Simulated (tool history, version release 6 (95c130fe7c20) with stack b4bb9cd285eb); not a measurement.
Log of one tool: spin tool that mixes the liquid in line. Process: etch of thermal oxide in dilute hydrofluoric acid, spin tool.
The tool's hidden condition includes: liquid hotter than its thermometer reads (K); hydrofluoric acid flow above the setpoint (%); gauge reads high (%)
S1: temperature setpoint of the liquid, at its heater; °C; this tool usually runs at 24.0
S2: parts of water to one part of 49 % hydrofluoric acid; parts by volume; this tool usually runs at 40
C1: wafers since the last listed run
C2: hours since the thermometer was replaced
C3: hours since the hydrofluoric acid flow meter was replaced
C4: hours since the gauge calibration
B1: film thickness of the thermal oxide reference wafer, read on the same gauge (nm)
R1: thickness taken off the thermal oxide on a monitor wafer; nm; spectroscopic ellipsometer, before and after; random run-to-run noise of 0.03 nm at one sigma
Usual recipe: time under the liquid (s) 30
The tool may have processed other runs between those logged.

Run 1, hour 0.0: usual settings; C1 0; C2 380.6; C3 749.3; C4 128.9; B1 140.004. Result: R1 3.344 nm.
At hour 67.9: hydrofluoric acid flow meter replaced.
Run 2, hour 90.7: usual settings; C1 1400; C2 471.3; C3 22.8; C4 219.6; B1 140.040. Result: R1 3.368 nm.
Run 3, hour 147.1: usual settings but time under the liquid (s) 40; C1 880; C2 527.7; C3 79.2; C4 276.0; B1 140.039. Result: R1 4.519 nm.
Run 4, hour 190.6: usual settings but time under the liquid (s) 40; C1 678; C2 571.2; C3 122.7; C4 319.5; B1 139.962. Result: R1 4.486 nm.
Run 5, hour 249.4: usual settings; C1 917; C2 630.0; C3 181.5; C4 378.3; B1 139.999. Result: R1 3.388 nm.
Run 6, hour 318.5: usual settings; C1 1078; C2 699.1; C3 250.6; C4 447.4; B1 139.997. Result: R1 3.401 nm.
Run 7, hour 370.1: usual settings; C1 805; C2 750.7; C3 302.2; C4 499.0; B1 139.986. Result: R1 3.334 nm.
Run 8, hour 412.6: usual settings; C1 663; C2 793.2; C3 344.7; C4 541.5; B1 140.011. Result: R1 3.369 nm.
Run 9, hour 482.2: usual settings; C1 1086; C2 862.8; C3 414.3; C4 611.1; B1 139.995. Result: R1 3.377 nm.
Run 10, hour 541.2: usual settings; C1 920; C2 921.8; C3 473.3; C4 670.1; B1 139.957. Result: R1 3.398 nm.
At hour 580.6: gauge calibrated.
Run 11, hour 586.1: usual settings but S2 50 parts by volume; C1 700; C2 966.7; C3 518.2; C4 5.5; B1 139.965. Result: R1 2.698 nm.
Run 12, hour 628.2: usual settings but S2 50 parts by volume; C1 657; C2 1008.8; C3 560.3; C4 47.6; B1 140.039. Result: R1 2.666 nm.
Run 13, hour 688.2: usual settings but S2 50 parts by volume; C1 936; C2 1068.8; C3 620.3; C4 107.6; B1 140.026. Result: R1 2.704 nm.
Run 14, hour 730.5: usual settings; C1 660; C2 1111.1; C3 662.6; C4 149.9; B1 139.997. Result: R1 3.421 nm.
Run 15, hour 794.2: usual settings but S1 20.0 °C; C1 994; C2 1174.8; C3 726.3; C4 213.6; B1 140.060. Result: R1 2.801 nm.
Run 16, hour 833.4: usual settings but S1 21.5 °C, time under the liquid (s) 45; C1 611; C2 1214.0; C3 765.5; C4 252.8; B1 139.998. Result: R1 4.532 nm.
At hour 843.5: hydrofluoric acid flow meter replaced.
At hour 851.3: thermometer replaced.
Run 17, hour 896.1: usual settings but S2 25 parts by volume, time under the liquid (s) 40; C1 947; C2 44.8; C3 52.6; C4 315.5; B1 140.013. Result: R1 7.523 nm.
Run 18, hour 942.8: usual settings but S1 20.0 °C, S2 30 parts by volume, time under the liquid (s) 20; C1 728; C2 91.5; C3 99.3; C4 362.2; B1 140.009. Result: R1 2.576 nm.
Run 19, hour 999.8: usual settings but S1 20.0 °C, time under the liquid (s) 40; C1 889; C2 148.5; C3 156.3; C4 419.2; B1 140.013. Result: R1 3.866 nm.
Run 20, hour 1050.5: usual settings; C1 791; C2 199.2; C3 207.0; C4 469.9; B1 140.042. Result: R1 3.388 nm.
Run 21, hour 1101.2: usual settings but S2 25 parts by volume; C1 791; C2 249.9; C3 257.7; C4 520.6; B1 139.997. Result: R1 5.516 nm.
Run 22, hour 1142.4: usual settings but S1 20.5 °C, S2 35 parts by volume, time under the liquid (s) 40; C1 643; C2 291.1; C3 298.9; C4 561.8; B1 140.028. Result: R1 4.501 nm.
Run 23, hour 1202.2: usual settings but S1 22.5 °C, S2 45 parts by volume, time under the liquid (s) 50; C1 933; C2 350.9; C3 358.7; C4 621.6; B1 140.000. Result: R1 4.682 nm.
Run 24, hour 1260.1: usual settings but S1 22.5 °C, S2 25 parts by volume, time under the liquid (s) 45; C1 903; C2 408.8; C3 416.6; C4 679.5; B1 140.031. Result: R1 7.730 nm.
Run 25, hour 1322.9: usual settings; C1 980; C2 471.6; C3 479.4; C4 742.3; B1 139.989. Result: R1 3.423 nm.
Run 26, hour 1350.8: usual settings but S1 21.0 °C, S2 30 parts by volume; C1 435; C2 499.5; C3 507.3; C4 770.2; B1 140.013. Result: R1 4.003 nm.
At hour 1371.5: gauge calibrated.
Run 27, hour 1416.4: usual settings but S2 35 parts by volume, time under the liquid (s) 15; C1 1023; C2 565.1; C3 572.9; C4 44.9; B1 140.006. Result: R1 1.934 nm.
Run 28, hour 1447.9: usual settings but S1 26.5 °C, S2 30 parts by volume, time under the liquid (s) 20; C1 491; C2 596.6; C3 604.4; C4 76.4; B1 140.049. Result: R1 3.348 nm.

4 ways to go on from here, each from the tool as it stands after run 28. What would each give?
Run A, hour 1448.3: usual settings; C1 6; C2 597.0; C3 604.8; C4 76.8; B1 ?. Result: R1 ?.
Run B, hour 1448.3: usual settings but S1 27.5 °C, S2 30 parts by volume, time under the liquid (s) 25; C1 6; C2 597.0; C3 604.8; C4 76.8; B1 ?. Result: R1 ?.
Run C, hour 1448.3: usual settings but S1 25.5 °C, S2 50 parts by volume, time under the liquid (s) 25; C1 6; C2 597.0; C3 604.8; C4 76.8; B1 ?. Result: R1 ?.
Run D, hour 1448.3: usual settings but S2 50 parts by volume, time under the liquid (s) 15; C1 6; C2 597.0; C3 604.8; C4 76.8; B1 ?. Result: R1 ?.

run       B1     R1
  A  140.030  3.314
  B  140.030  4.313
  C  140.030  2.318
  D  140.030  1.308
Without the tool's unlogged condition, the same runs would have read:
run     R1
  A  3.314
  B  4.313
  C  2.318
  D  1.308
